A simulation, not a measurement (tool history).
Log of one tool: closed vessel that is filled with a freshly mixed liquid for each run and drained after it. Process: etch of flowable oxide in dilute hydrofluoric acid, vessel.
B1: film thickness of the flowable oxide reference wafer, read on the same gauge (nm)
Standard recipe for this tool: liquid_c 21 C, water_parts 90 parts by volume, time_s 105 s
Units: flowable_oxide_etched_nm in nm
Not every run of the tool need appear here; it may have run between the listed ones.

Run 1, hour 0: usual settings; B1 153.05. Result: flowable_oxide_etched_nm 44.09 nm.
Run 2, hour 16.3: usual settings; B1 153.05. Result: flowable_oxide_etched_nm 44.12 nm.
Run 3, hour 38.2: usual settings; B1 153.08. Result: flowable_oxide_etched_nm 43.69 nm.
Run 4, hour 111.7: usual settings; B1 153.31. Result: flowable_oxide_etched_nm 44.09 nm.
Run 5, hour 136.9: usual settings; B1 153.33. Result: flowable_oxide_etched_nm 44.2 nm.
At hour 150.1: hydrofluoric acid flow meter replaced.
Run 6, hour 166.7: usual settings; B1 153.33. Result: flowable_oxide_etched_nm 43.61 nm.
At hour 171.7: thermometer replaced.
Run 7, hour 185.2: usual settings; B1 153.29. Result: flowable_oxide_etched_nm 44.03 nm.
Run 8, hour 198.1: usual settings but liquid_c 18 C, water_parts 50 parts by volume, time_s 85 s; B1 153.35. Result: flowable_oxide_etched_nm 59.23 nm.
Run 9, hour 219.4: usual settings; B1 153.39. Result: flowable_oxide_etched_nm 43.96 nm.
At hour 241.1: gauge calibrated.
Run 10, hour 278.9: usual settings but liquid_c 17 C, water_parts 115 parts by volume; B1 150.37. Result: flowable_oxide_etched_nm 27.79 nm.
Run 11, hour 292.1: usual settings but time_s 60 s; B1 150.59. Result: flowable_oxide_etched_nm 24.58 nm.
Run 12, hour 315.5: usual settings but water_parts 105 parts by volume; B1 150.84. Result: flowable_oxide_etched_nm 36.63 nm.
Run 13, hour 338.1: usual settings; B1 151.12. Result: flowable_oxide_etched_nm 43.4 nm.
Run 14, hour 374: usual settings but water_parts 70 parts by volume, time_s 50 s; B1 151.44. Result: flowable_oxide_etched_nm 27.41 nm.

Run 15 comes next. What will it give?
Run 15, hour 391.4: usual settings but liquid_c 18 C, time_s 80 s; B1 ?. Result: flowable_oxide_etched_nm ?.

B1: 151.52
flowable_oxide_etched_nm: 29.23 nm
Had the tool carried no hidden state, the very same run would have given flowable_oxide_etched_nm 28.93 nm.
